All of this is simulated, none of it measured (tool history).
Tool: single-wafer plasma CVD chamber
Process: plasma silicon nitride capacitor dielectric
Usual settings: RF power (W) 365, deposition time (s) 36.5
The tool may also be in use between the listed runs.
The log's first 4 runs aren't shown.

run,hour,RF power (W),deposition time (s),wafers since the last listed run,hours since the last RF generator calibration,hours since the showerhead was replaced,hours since the gauge calibration,"read-back reference wafer on the same gauge, thickness_nm",mean film thickness on the monitor wafer (nm)
5,47.8,365,36.5,120,1475.0,3047.9,224.3,49.267,50.095
6,64.6,330,40.4,249,1491.8,3064.7,241.1,49.353,53.401
7,71.4,330,40.4,101,1498.6,3071.5,247.9,49.245,53.434
8,88.3,330,40.4,251,1515.5,3088.4,264.8,49.212,53.796
9,98.1,365,36.5,145,1525.3,3098.2,274.6,49.407,50.373
10,112.5,365,36.5,213,1539.7,3112.6,289.0,49.163,50.690
11,125.3,365,36.5,190,1552.5,3125.4,301.8,49.284,50.194
12,141.5,345,34.7,240,1568.7,3141.6,318.0,49.353,46.755
# hour 142.2: gauge calibrated
13,159.3,345,34.7,264,1586.5,3159.4,17.1,49.215,46.979
14,170.3,365,36.5,163,1597.5,3170.4,28.1,49.385,50.056
# hour 185.9: showerhead replaced
15,186.4,365,36.5,120,1613.6,0.5,44.2,49.364,50.124
16,194.7,365,36.5,123,1621.9,8.8,52.5,49.223,50.419
17,210.5,365,31.6,234,1637.7,24.6,68.3,49.256,43.950
18,221.0,365,31.6,155,1648.2,35.1,78.8,49.223,43.218
19,232.4,365,36.5,169,1659.6,46.5,90.2,49.307,50.537
20,246.8,365,36.5,213,1674.0,60.9,104.6,49.294,49.777
21,255.2,385,39.8,124,1682.4,69.3,113.0,49.358,56.192
22,272.0,365,36.5,249,1699.2,86.1,129.8,49.307,50.081
23,281.8,435,33.0,145,1709.0,95.9,139.6,49.358,48.894
# hour 297.9: RF generator calibrated
24,298.4,365,31.0,127,0.5,112.5,156.2,49.242,42.824
25,306.3,365,36.5,117,8.4,120.4,164.1,49.209,50.103
26,312.5,310,38.7,92,14.6,126.6,170.3,49.323,50.139
27,323.0,365,36.5,155,25.1,137.1,180.8,49.366,50.603
28,331.6,435,41.7,127,33.7,145.7,189.4,49.309,61.477
29,341.2,365,36.5,142,43.3,155.3,199.0,49.236,50.199

Forecast run 30:
30,353.5,365,36.5,182,55.6,167.6,211.3,?,?

Run 30 gave read-back reference wafer on the same gauge, thickness_nm 49.260, mean film thickness on the monitor wafer (nm) 50.491.
Without the tool's hidden state the same run would have given mean film thickness on the monitor wafer (nm) 50.491.
